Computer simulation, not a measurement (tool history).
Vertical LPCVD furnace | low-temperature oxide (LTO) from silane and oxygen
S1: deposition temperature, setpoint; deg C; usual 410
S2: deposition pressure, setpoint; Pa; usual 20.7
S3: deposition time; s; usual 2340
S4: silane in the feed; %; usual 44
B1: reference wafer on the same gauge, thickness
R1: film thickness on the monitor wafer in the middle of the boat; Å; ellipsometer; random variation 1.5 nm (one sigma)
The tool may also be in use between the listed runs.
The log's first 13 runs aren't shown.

run   hour   S1    S2    S3  S4      B1      R1
 14  328.6  410  20.7  2790  44  311.62  3723.6
 15  356.1  422  20.7  2340  48  310.90  3816.0
     401.5  -- pressure gauge zeroed
 16  402.0  418  24.0  1980  50  311.60  3750.3
 17  407.5  410  20.7  2340  49  311.43  3487.1
 18  432.7  410  20.7  2340  44  311.53  3134.9
 19  452.4  410  18.7  2040  44  311.08  2483.8
 20  467.7  410  20.7  2340  44  312.41  3152.2
     514.0  -- gauge calibrated
     560.4  -- thermocouples replaced and temperature profile calibrated
 21  560.9  410  18.0  2340  44  307.38  2672.2
 22  581.3  401  20.7  2670  44  306.97  3203.3
 23  615.1  410  17.3  3150  50  306.60  3931.4
 24  642.2  410  20.7  1410  48  307.61  2029.8
 25  667.6  414  16.0  2040  37  307.39  1779.3
 26  690.7  415  25.3  1650  44  307.08  2816.6
 27  703.4  414  16.0  2040  37  307.50  1783.3
 28  737.7  410  20.7  1980  44  307.50  2633.6
 29  760.9  401  20.7  3030  48  306.85  3950.8
 30  792.3  406  20.7  3060  44  307.22  3881.0
 31  804.8  421  23.3  2040  40  308.30  3091.8
 32  824.5  403  20.7  2340  44  308.36  2899.3

3 ways to go on from here, each from the tool as it stands after run 32. What would each give?
  A  829.2  410  20.7  2340  50   ?   ?
  B  829.2  400  26.0  2970  39   ?   ?
  C  829.2  416  24.7  1740  41   ?   ?

run      B1      R1
  A  307.49  3492.2
  B  307.49  3894.5
  C  307.49  2722.3
Without the tool's hidden state the same runs would have given:
run      R1
  A  3498.6
  B  3901.7
  C  2727.3
